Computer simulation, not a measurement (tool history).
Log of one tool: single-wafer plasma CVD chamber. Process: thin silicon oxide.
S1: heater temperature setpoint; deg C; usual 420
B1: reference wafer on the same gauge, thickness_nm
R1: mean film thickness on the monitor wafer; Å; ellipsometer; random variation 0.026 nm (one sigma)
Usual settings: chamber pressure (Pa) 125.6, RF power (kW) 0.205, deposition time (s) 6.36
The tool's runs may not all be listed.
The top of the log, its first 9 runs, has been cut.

-- hour=108.7 gauge calibrated
run 10 hour=112.6 | S1=420 chamber_pressure_(Pa)=125.6 RF_power_(kW)=0.205 deposition_time_(s)=6.36 | B1=11.193 | R1=111.33
run 11 hour=129.6 | S1=420 chamber_pressure_(Pa)=125.6 RF_power_(kW)=0.205 deposition_time_(s)=6.36 | B1=11.192 | R1=112.40
-- hour=148.3 showerhead replaced
-- hour=178.0 thermocouple changed; heater temperature recalibrated
run 12 hour=178.5 | S1=431 chamber_pressure_(Pa)=125.6 RF_power_(kW)=0.205 deposition_time_(s)=6.36 | B1=11.206 | R1=111.69
run 13 hour=187.7 | S1=420 chamber_pressure_(Pa)=125.6 RF_power_(kW)=0.205 deposition_time_(s)=6.36 | B1=11.197 | R1=112.21
run 14 hour=195.0 | S1=420 chamber_pressure_(Pa)=125.6 RF_power_(kW)=0.205 deposition_time_(s)=6.36 | B1=11.203 | R1=112.59
run 15 hour=207.7 | S1=420 chamber_pressure_(Pa)=125.6 RF_power_(kW)=0.205 deposition_time_(s)=6.36 | B1=11.203 | R1=112.43
run 16 hour=215.7 | S1=432 chamber_pressure_(Pa)=125.6 RF_power_(kW)=0.205 deposition_time_(s)=6.36 | B1=11.191 | R1=111.68
-- hour=231.6 RF generator calibrated
run 17 hour=234.6 | S1=420 chamber_pressure_(Pa)=109.2 RF_power_(kW)=0.205 deposition_time_(s)=6.36 | B1=11.201 | R1=98.47
run 18 hour=250.8 | S1=420 chamber_pressure_(Pa)=125.6 RF_power_(kW)=0.190 deposition_time_(s)=5.99 | B1=11.206 | R1=102.32
run 19 hour=257.2 | S1=420 chamber_pressure_(Pa)=125.6 RF_power_(kW)=0.180 deposition_time_(s)=7.12 | B1=11.206 | R1=118.70
run 20 hour=263.3 | S1=420 chamber_pressure_(Pa)=125.6 RF_power_(kW)=0.165 deposition_time_(s)=5.44 | B1=11.198 | R1=86.70
run 21 hour=274.5 | S1=414 chamber_pressure_(Pa)=111.1 RF_power_(kW)=0.205 deposition_time_(s)=7.03 | B1=11.209 | R1=111.30
run 22 hour=313.0 | S1=420 chamber_pressure_(Pa)=125.6 RF_power_(kW)=0.205 deposition_time_(s)=6.36 | B1=11.211 | R1=113.39
run 23 hour=324.4 | S1=420 chamber_pressure_(Pa)=125.6 RF_power_(kW)=0.205 deposition_time_(s)=6.36 | B1=11.209 | R1=113.89
run 24 hour=332.6 | S1=420 chamber_pressure_(Pa)=125.6 RF_power_(kW)=0.205 deposition_time_(s)=6.63 | B1=11.196 | R1=118.43
run 25 hour=341.2 | S1=420 chamber_pressure_(Pa)=110.1 RF_power_(kW)=0.205 deposition_time_(s)=6.36 | B1=11.192 | R1=99.94
run 26 hour=351.7 | S1=429 chamber_pressure_(Pa)=107.6 RF_power_(kW)=0.205 deposition_time_(s)=7.36 | B1=11.195 | R1=111.97

Run 27 is up next; what results do you expect?
run 27 hour=360.0 | S1=420 chamber_pressure_(Pa)=125.6 RF_power_(kW)=0.205 deposition_time_(s)=6.96 | B1=? | R1=?

B1: 11.201
R1: 124.10 Å
Take away the tool's hidden state, keep the run-to-run variation as it was, and the same run would have given R1 122.61 Å.

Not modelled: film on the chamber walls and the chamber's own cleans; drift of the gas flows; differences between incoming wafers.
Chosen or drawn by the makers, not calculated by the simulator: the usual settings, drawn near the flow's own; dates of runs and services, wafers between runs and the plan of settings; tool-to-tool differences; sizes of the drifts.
